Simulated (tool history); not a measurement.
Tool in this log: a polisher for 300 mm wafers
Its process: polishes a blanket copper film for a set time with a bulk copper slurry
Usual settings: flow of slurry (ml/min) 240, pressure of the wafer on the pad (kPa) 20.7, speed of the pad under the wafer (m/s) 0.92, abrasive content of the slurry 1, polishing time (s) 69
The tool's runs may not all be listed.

run	hour	flow of slurry (ml/min)	pressure of the wafer on the pad (kPa)	speed of the pad under the wafer (m/s)	abrasive content of the slurry	polishing time (s)	wafers since the last listed run	wafers polished on this pad	hours since the slurry nozzle was cleaned	hours since the head pressure was calibrated	hours since the slurry blender was calibrated	incoming thickness of the incoming film, nm	film removed (Å)
1	0	240	20.7	0.92	1	69	0	1205	192.1	835.7	164.3	2327.9	6286
# hour 15.7: slurry blender recalibrated
# hour 23.9: worn pad replaced by a new one
2	24.4	240	20.7	0.92	1	69	141	3	216.5	860.1	8.7	2256.4	6729
3	46.5	300	20.7	0.92	1	69	170	173	238.6	882.2	30.8	2273.6	6770
4	69.4	300	20.7	0.92	1	69	176	350	261.5	905.1	53.7	2268.9	6742
5	96	240	20.7	0.92	1	69	204	554	288.1	931.7	80.3	2272.8	6391
6	131.5	240	20.7	0.92	1	69	273	827	323.6	967.2	115.8	2257.1	6417
7	148.9	240	20.7	0.92	1	69	133	961	341	984.6	133.2	2330.8	6331
# hour 189: slurry blender recalibrated
# hour 208.7: worn pad replaced by a new one
8	243.2	180	20.7	0.92	1	69	679	265	435.3	1078.9	54.2	2287.5	6289
9	261.9	240	20.7	0.92	1	69	143	409	454	1097.6	72.9	2287.4	6546
10	274.1	240	20.7	0.92	1	69	93	503	466.2	1109.8	85.1	2338.1	6433
# hour 286.2: slurry nozzle cleaned
11	291.1	240	20.7	0.92	1	69	123	626	4.9	1126.8	102.1	2244.9	6496
12	303.5	240	20.7	0.92	1	62	95	721	17.3	1139.2	114.5	2296.9	5673
13	336	240	17.9	1.1	1.2	69	250	971	49.8	1171.7	147	2330.2	6659
# hour 350.6: worn pad replaced by a new one
14	361.3	290	20.7	1.2	0.75	53	163	82	75.1	1197	172.3	2278	5789

Run 15 has not been measured yet. What should we expect?
# hour 371.5: slurry blender recalibrated
15	418.6	240	20.7	0.92	1	69	425	507	132.4	1254.3	47.1	2317.9	?

film removed (Å): 6681
On a tool with no hidden condition, and with the same random variation, this run would have come out at film removed (Å) 6834.
